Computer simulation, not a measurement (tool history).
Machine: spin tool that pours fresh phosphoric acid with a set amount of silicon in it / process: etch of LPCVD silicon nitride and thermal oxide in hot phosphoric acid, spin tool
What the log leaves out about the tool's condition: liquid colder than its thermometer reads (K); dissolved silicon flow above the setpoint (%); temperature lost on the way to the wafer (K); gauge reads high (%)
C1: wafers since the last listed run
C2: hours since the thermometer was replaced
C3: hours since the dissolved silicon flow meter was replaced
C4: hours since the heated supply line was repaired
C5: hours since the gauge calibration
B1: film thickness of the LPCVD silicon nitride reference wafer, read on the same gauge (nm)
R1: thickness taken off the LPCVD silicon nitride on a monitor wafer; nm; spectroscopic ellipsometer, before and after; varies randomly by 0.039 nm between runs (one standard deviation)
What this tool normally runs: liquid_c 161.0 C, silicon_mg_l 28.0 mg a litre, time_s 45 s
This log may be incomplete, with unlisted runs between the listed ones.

run 1 day=0.000 | liquid_c=161.0 silicon_mg_l=15.0 time_s=25 | C1=0 C2=984.7 C3=1663.9 C4=1356.7 C5=431.3 | B1=129.985 | R1=2.405
run 2 day=0.758 | liquid_c=161.0 silicon_mg_l=28.0 time_s=45 | C1=244 C2=1002.9 C3=1682.1 C4=1374.9 C5=449.5 | B1=129.996 | R1=4.350
run 3 day=2.167 | liquid_c=161.0 silicon_mg_l=28.0 time_s=45 | C1=454 C2=1036.7 C3=1715.9 C4=1408.7 C5=483.3 | B1=129.994 | R1=4.339
run 4 day=3.292 | liquid_c=161.0 silicon_mg_l=28.0 time_s=45 | C1=362 C2=1063.7 C3=1742.9 C4=1435.7 C5=510.3 | B1=129.984 | R1=4.307
run 5 day=4.550 | liquid_c=161.0 silicon_mg_l=28.0 time_s=45 | C1=405 C2=1093.9 C3=1773.1 C4=1465.9 C5=540.5 | B1=129.985 | R1=4.309
-- day=5.429 dissolved silicon flow meter replaced
run 6 day=7.412 | liquid_c=161.0 silicon_mg_l=28.0 time_s=45 | C1=909 C2=1162.6 C3=47.6 C4=1534.6 C5=609.2 | B1=129.999 | R1=4.295
run 7 day=7.917 | liquid_c=161.0 silicon_mg_l=28.0 time_s=45 | C1=162 C2=1174.7 C3=59.7 C4=1546.7 C5=621.3 | B1=130.001 | R1=4.366
run 8 day=9.183 | liquid_c=161.0 silicon_mg_l=16.0 time_s=40 | C1=408 C2=1205.1 C3=90.1 C4=1577.1 C5=651.7 | B1=129.986 | R1=3.861
run 9 day=10.025 | liquid_c=159.0 silicon_mg_l=28.0 time_s=55 | C1=271 C2=1225.3 C3=110.3 C4=1597.3 C5=671.9 | B1=130.029 | R1=4.946
run 10 day=11.079 | liquid_c=160.0 silicon_mg_l=28.0 time_s=70 | C1=340 C2=1250.6 C3=135.6 C4=1622.6 C5=697.2 | B1=129.992 | R1=6.583
run 11 day=11.725 | liquid_c=160.0 silicon_mg_l=28.0 time_s=70 | C1=208 C2=1266.1 C3=151.1 C4=1638.1 C5=712.7 | B1=129.972 | R1=6.589
run 12 day=12.792 | liquid_c=161.0 silicon_mg_l=28.0 time_s=45 | C1=344 C2=1291.7 C3=176.7 C4=1663.7 C5=738.3 | B1=129.998 | R1=4.371
-- day=13.292 thermometer replaced
-- day=13.529 heated supply line repaired
run 13 day=14.221 | liquid_c=162.0 silicon_mg_l=28.0 time_s=45 | C1=434 C2=22.3 C3=211.0 C4=16.6 C5=772.6 | B1=129.997 | R1=4.446
run 14 day=14.729 | liquid_c=162.0 silicon_mg_l=41.0 time_s=55 | C1=163 C2=34.5 C3=223.2 C4=28.8 C5=784.8 | B1=130.014 | R1=5.453
-- day=15.292 gauge calibrated
run 15 day=15.346 | liquid_c=161.0 silicon_mg_l=28.0 time_s=45 | C1=198 C2=49.3 C3=238.0 C4=43.6 C5=1.3 | B1=130.011 | R1=4.368
run 16 day=16.521 | liquid_c=162.5 silicon_mg_l=47.5 time_s=50 | C1=379 C2=77.5 C3=266.2 C4=71.8 C5=29.5 | B1=130.029 | R1=5.053
run 17 day=17.246 | liquid_c=161.0 silicon_mg_l=28.0 time_s=45 | C1=233 C2=94.9 C3=283.6 C4=89.2 C5=46.9 | B1=129.994 | R1=4.326
run 18 day=18.496 | liquid_c=163.0 silicon_mg_l=47.0 time_s=45 | C1=403 C2=124.9 C3=313.6 C4=119.2 C5=76.9 | B1=129.985 | R1=4.612

Run 19 comes next. What will it give?
run 19 day=19.350 | liquid_c=161.0 silicon_mg_l=28.0 time_s=30 | C1=275 C2=145.4 C3=334.1 C4=139.7 C5=97.4 | B1=? | R1=?

Run 19 gave B1 130.013, R1 2.894 nm.
Take away the tool's hidden state, keep the run-to-run variation as it was, and the same run would have given R1 2.894 nm.
